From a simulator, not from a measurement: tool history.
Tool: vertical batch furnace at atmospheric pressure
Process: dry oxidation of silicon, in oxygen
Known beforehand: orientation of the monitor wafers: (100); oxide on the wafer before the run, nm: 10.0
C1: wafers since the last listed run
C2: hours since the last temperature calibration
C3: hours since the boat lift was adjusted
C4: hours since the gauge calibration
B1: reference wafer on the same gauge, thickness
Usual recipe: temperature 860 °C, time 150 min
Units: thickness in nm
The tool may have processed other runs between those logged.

{"run": 1, "day": 0.0, "temperature": 860, "time": 150, "C1": 0, "C2": 2349.2, "C3": 2794, "C4": 972.5, "B1": 28.31, "thickness": 26.18}
{"run": 2, "day": 2.758, "temperature": 860, "time": 150, "C1": 491, "C2": 2415.4, "C3": 2860.2, "C4": 1038.7, "B1": 28.27, "thickness": 26.42}
{"run": 3, "day": 5.275, "temperature": 860, "time": 150, "C1": 448, "C2": 2475.8, "C3": 2920.6, "C4": 1099.1, "B1": 28.25, "thickness": 26.19}
{"run": 4, "day": 8.096, "temperature": 860, "time": 132.5, "C1": 502, "C2": 2543.5, "C3": 2988.3, "C4": 1166.8, "B1": 28.16, "thickness": 24.56}
{"run": 5, "day": 10.15, "temperature": 860, "time": 132.5, "C1": 366, "C2": 2592.8, "C3": 3037.6, "C4": 1216.1, "B1": 28.16, "thickness": 24.69}
{"run": 6, "day": 13.179, "temperature": 860, "time": 132.5, "C1": 539, "C2": 2665.5, "C3": 3110.3, "C4": 1288.8, "B1": 28.08, "thickness": 24.62}
{"run": 7, "day": 14.946, "temperature": 843, "time": 150, "C1": 314, "C2": 2707.9, "C3": 3152.7, "C4": 1331.2, "B1": 28.07, "thickness": 22.66}
{"run": 8, "day": 17.121, "temperature": 843, "time": 150, "C1": 387, "C2": 2760.1, "C3": 3204.9, "C4": 1383.4, "B1": 28, "thickness": 22.68}
{"run": 9, "day": 19.754, "temperature": 843, "time": 150, "C1": 469, "C2": 2823.3, "C3": 3268.1, "C4": 1446.6, "B1": 27.98, "thickness": 22.46}
{"run": 10, "day": 22.621, "temperature": 860, "time": 150, "C1": 510, "C2": 2892.1, "C3": 3336.9, "C4": 1515.4, "B1": 27.9, "thickness": 25.9}
{"run": 11, "day": 24.996, "temperature": 860, "time": 150, "C1": 423, "C2": 2949.1, "C3": 3393.9, "C4": 1572.4, "B1": 27.84, "thickness": 25.95}
{"run": 12, "day": 26.146, "temperature": 860, "time": 150, "C1": 204, "C2": 2976.7, "C3": 3421.5, "C4": 1600, "B1": 27.84, "thickness": 25.99}
{"day": 26.671, "done": "gauge calibrated"}
{"day": 28.108, "done": "thermocouples replaced and temperature profile calibrated"}
{"run": 13, "day": 28.129, "temperature": 860, "time": 150, "C1": 175, "C2": 0.5, "C3": 3469.1, "C4": 35, "B1": 29.02, "thickness": 26.92}
{"run": 14, "day": 28.879, "temperature": 860, "time": 150, "C1": 133, "C2": 18.5, "C3": 3487.1, "C4": 53, "B1": 29.03, "thickness": 26.95}
{"day": 30.558, "done": "boat lift adjusted"}
{"run": 15, "day": 31.25, "temperature": 854, "time": 150, "C1": 244, "C2": 75.4, "C3": 16.6, "C4": 109.9, "B1": 28.94, "thickness": 25.49}
{"run": 16, "day": 32.742, "temperature": 854, "time": 150, "C1": 265, "C2": 111.2, "C3": 52.4, "C4": 145.7, "B1": 28.93, "thickness": 25.55}
{"run": 17, "day": 37.642, "temperature": 843, "time": 106.5, "C1": 873, "C2": 228.8, "C3": 170, "C4": 263.3, "B1": 28.87, "thickness": 19.94}
{"run": 18, "day": 39.0, "temperature": 860, "time": 150, "C1": 242, "C2": 261.4, "C3": 202.6, "C4": 295.9, "B1": 28.81, "thickness": 26.84}
{"run": 19, "day": 41.504, "temperature": 840, "time": 128.5, "C1": 446, "C2": 321.5, "C3": 262.7, "C4": 356, "B1": 28.79, "thickness": 21.27}
{"run": 20, "day": 43.529, "temperature": 885, "time": 104, "C1": 360, "C2": 370.1, "C3": 311.3, "C4": 404.6, "B1": 28.73, "thickness": 27.27}
{"run": 21, "day": 45.204, "temperature": 860, "time": 182.5, "C1": 298, "C2": 410.3, "C3": 351.5, "C4": 444.8, "B1": 28.74, "thickness": 29.7}
{"run": 22, "day": 47.862, "temperature": 860, "time": 150, "C1": 473, "C2": 474.1, "C3": 415.3, "C4": 508.6, "B1": 28.66, "thickness": 26.52}
{"run": 23, "day": 50.633, "temperature": 860, "time": 150, "C1": 493, "C2": 540.6, "C3": 481.8, "C4": 575.1, "B1": 28.59, "thickness": 26.53}
{"run": 24, "day": 53.629, "temperature": 860, "time": 150, "C1": 533, "C2": 612.5, "C3": 553.7, "C4": 647, "B1": 28.56, "thickness": 26.47}
{"run": 25, "day": 54.883, "temperature": 841, "time": 82, "C1": 223, "C2": 642.6, "C3": 583.8, "C4": 677.1, "B1": 28.53, "thickness": 17.6}
{"run": 26, "day": 56.938, "temperature": 860, "time": 150, "C1": 366, "C2": 691.9, "C3": 633.1, "C4": 726.4, "B1": 28.48, "thickness": 26.35}
{"run": 27, "day": 58.062, "temperature": 884, "time": 219.5, "C1": 200, "C2": 718.9, "C3": 660.1, "C4": 753.4, "B1": 28.48, "thickness": 40.78}
{"run": 28, "day": 59.946, "temperature": 860, "time": 150, "C1": 335, "C2": 764.1, "C3": 705.3, "C4": 798.6, "B1": 28.44, "thickness": 26.52}
{"run": 29, "day": 62.258, "temperature": 875, "time": 124, "C1": 412, "C2": 819.6, "C3": 760.8, "C4": 854.1, "B1": 28.37, "thickness": 27.09}
{"run": 30, "day": 63.975, "temperature": 835, "time": 128, "C1": 305, "C2": 860.8, "C3": 802, "C4": 895.3, "B1": 28.35, "thickness": 20.11}
{"run": 31, "day": 65.079, "temperature": 871, "time": 204.5, "C1": 196, "C2": 887.3, "C3": 828.5, "C4": 921.8, "B1": 28.34, "thickness": 34.37}
{"run": 32, "day": 67.125, "temperature": 872, "time": 82, "C1": 364, "C2": 936.4, "C3": 877.6, "C4": 970.9, "B1": 28.29, "thickness": 21.65}

Forecast each of these 4 alternatives for the next run:
{"run": "A", "day": 67.371, "temperature": 860, "time": 150, "C1": 43, "C2": 942.3, "C3": 883.5, "C4": 976.8, "B1": "?", "thickness": "?"}
{"run": "B", "day": 67.371, "temperature": 867, "time": 217, "C1": 43, "C2": 942.3, "C3": 883.5, "C4": 976.8, "B1": "?", "thickness": "?"}
{"run": "C", "day": 67.371, "temperature": 837, "time": 190, "C1": 43, "C2": 942.3, "C3": 883.5, "C4": 976.8, "B1": "?", "thickness": "?"}
{"run": "D", "day": 67.371, "temperature": 836, "time": 101, "C1": 43, "C2": 942.3, "C3": 883.5, "C4": 976.8, "B1": "?", "thickness": "?"}

run=A B1=28.29 thickness=26.45
run=B B1=28.29 thickness=34.41
run=C B1=28.29 thickness=24.52
run=D B1=28.29 thickness=18.41
With no hidden state in the tool, these same runs would have given:
run=A thickness=27.11
run=B thickness=35.25
run=C thickness=25.13
run=D thickness=18.86
